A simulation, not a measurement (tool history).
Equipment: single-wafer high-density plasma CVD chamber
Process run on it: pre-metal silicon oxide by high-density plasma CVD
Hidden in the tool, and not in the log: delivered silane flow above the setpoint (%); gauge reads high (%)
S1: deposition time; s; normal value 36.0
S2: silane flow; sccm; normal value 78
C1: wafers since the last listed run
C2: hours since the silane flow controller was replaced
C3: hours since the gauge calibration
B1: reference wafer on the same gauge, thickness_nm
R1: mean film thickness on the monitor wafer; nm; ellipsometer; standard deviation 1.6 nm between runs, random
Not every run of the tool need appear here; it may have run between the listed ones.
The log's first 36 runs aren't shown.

| run | hour | S1 | S2 | C1 | C2 | C3 | B1 | R1 |
|---|---|---|---|---|---|---|---|---|
| 37 | 1674.3 | 34.1 | 67 | 859 | 305.0 | 503.7 | 286.990 | 244.027 |
| 38 | 1732.1 | 42.9 | 84 | 774 | 362.8 | 561.5 | 286.828 | 384.794 |
| 39 | 1775.1 | 32.8 | 92 | 576 | 405.8 | 604.5 | 287.079 | 318.956 |
| 40 | 1832.6 | 36.0 | 67 | 770 | 463.3 | 662.0 | 287.800 | 257.549 |
| 41 | 1858.2 | 33.4 | 85 | 343 | 488.9 | 687.6 | 287.102 | 302.909 |
| 42 | 1908.0 | 36.0 | 78 | 667 | 538.7 | 737.4 | 286.716 | 299.359 |
| 43 | 1939.1 | 40.8 | 71 | 416 | 569.8 | 768.5 | 287.023 | 309.592 |
| 44 | 2008.2 | 38.0 | 78 | 926 | 638.9 | 837.6 | 286.583 | 315.434 |
| 45 | 2045.1 | 29.9 | 91 | 494 | 675.8 | 874.5 | 286.920 | 289.899 |
| 46 | 2097.0 | 39.1 | 82 | 695 | 727.7 | 926.4 | 286.905 | 342.389 |

Branching from run 46: 5 alternative next runs. What would each branch give?
| A | 2097.4 | 36.0 | 85 | 5 | 728.1 | 926.8 | ? | ? |
| B | 2097.4 | 42.7 | 87 | 5 | 728.1 | 926.8 | ? | ? |
| C | 2097.4 | 36.0 | 91 | 5 | 728.1 | 926.8 | ? | ? |
| D | 2097.4 | 30.9 | 82 | 5 | 728.1 | 926.8 | ? | ? |
| E | 2097.4 | 41.9 | 64 | 5 | 728.1 | 926.8 | ? | ? |

| run | B1 | R1 |
|---|---|---|
| A | 286.831 | 326.958 |
| B | 286.831 | 396.934 |
| C | 286.831 | 350.038 |
| D | 286.831 | 270.734 |
| E | 286.831 | 286.527 |
The same runs, with their run-to-run variation unchanged, on a tool lacking any hidden condition would have given:
| run | R1 |
|---|---|
| A | 326.449 |
| B | 396.316 |
| C | 349.493 |
| D | 270.313 |
| E | 286.080 |
